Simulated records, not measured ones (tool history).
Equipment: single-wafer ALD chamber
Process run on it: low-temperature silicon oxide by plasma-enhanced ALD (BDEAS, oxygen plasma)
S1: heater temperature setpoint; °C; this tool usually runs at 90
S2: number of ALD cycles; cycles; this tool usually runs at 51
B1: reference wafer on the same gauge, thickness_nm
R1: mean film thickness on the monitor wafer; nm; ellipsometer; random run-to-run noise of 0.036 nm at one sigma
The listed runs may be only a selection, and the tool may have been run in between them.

Run 1, hour 0: usual settings; B1 9.39. Result: R1 7.927 nm.
Run 2, hour 11.9: usual settings; B1 9.389. Result: R1 7.903 nm.
Run 3, hour 26.4: usual settings but S1 100 °C; B1 9.397. Result: R1 7.66 nm.
Run 4, hour 38.6: usual settings but S1 100 °C; B1 9.396. Result: R1 7.69 nm.
Run 5, hour 55.2: usual settings but S1 100 °C; B1 9.39. Result: R1 7.637 nm.
Run 6, hour 67.1: usual settings; B1 9.379. Result: R1 7.926 nm.
Run 7, hour 82.2: usual settings; B1 9.398. Result: R1 7.843 nm.
Run 8, hour 92.2: usual settings but S1 76 °C, S2 46 cycles; B1 9.397. Result: R1 7.454 nm.
Run 9, hour 107.4: usual settings but S1 101 °C, S2 57 cycles; B1 9.388. Result: R1 8.566 nm.
Run 10, hour 119.2: usual settings but S1 97 °C, S2 45 cycles; B1 9.393. Result: R1 6.872 nm.
At hour 136.9: thermocouple changed; heater temperature recalibrated.
Run 11, hour 137.4: usual settings; B1 9.378. Result: R1 7.893 nm.
At hour 140.3: gauge calibrated.
Run 12, hour 143.8: usual settings; B1 9.387. Result: R1 7.889 nm.
Run 13, hour 159.6: usual settings but S1 104 °C, S2 61 cycles; B1 9.387. Result: R1 9.11 nm.
Run 14, hour 169.9: usual settings but S1 99 °C, S2 44 cycles; B1 9.402. Result: R1 6.624 nm.
Run 15, hour 187: usual settings but S1 78 °C, S2 42 cycles; B1 9.407. Result: R1 6.729 nm.

Below are 3 alternative next runs, each starting from the tool's condition after run 15. Predict each:
Run A, hour 187.5: usual settings; B1 ?. Result: R1 ?.
Run B, hour 187.5: usual settings but S2 59 cycles; B1 ?. Result: R1 ?.
Run C, hour 187.5: usual settings but S1 76 °C, S2 58 cycles; B1 ?. Result: R1 ?.

run     B1     R1
  A  9.399  7.892
  B  9.399   9.13
  C  9.399   9.36
With no hidden state in the tool, these same runs would have given:
run     R1
  A  7.892
  B   9.13
  C   9.36
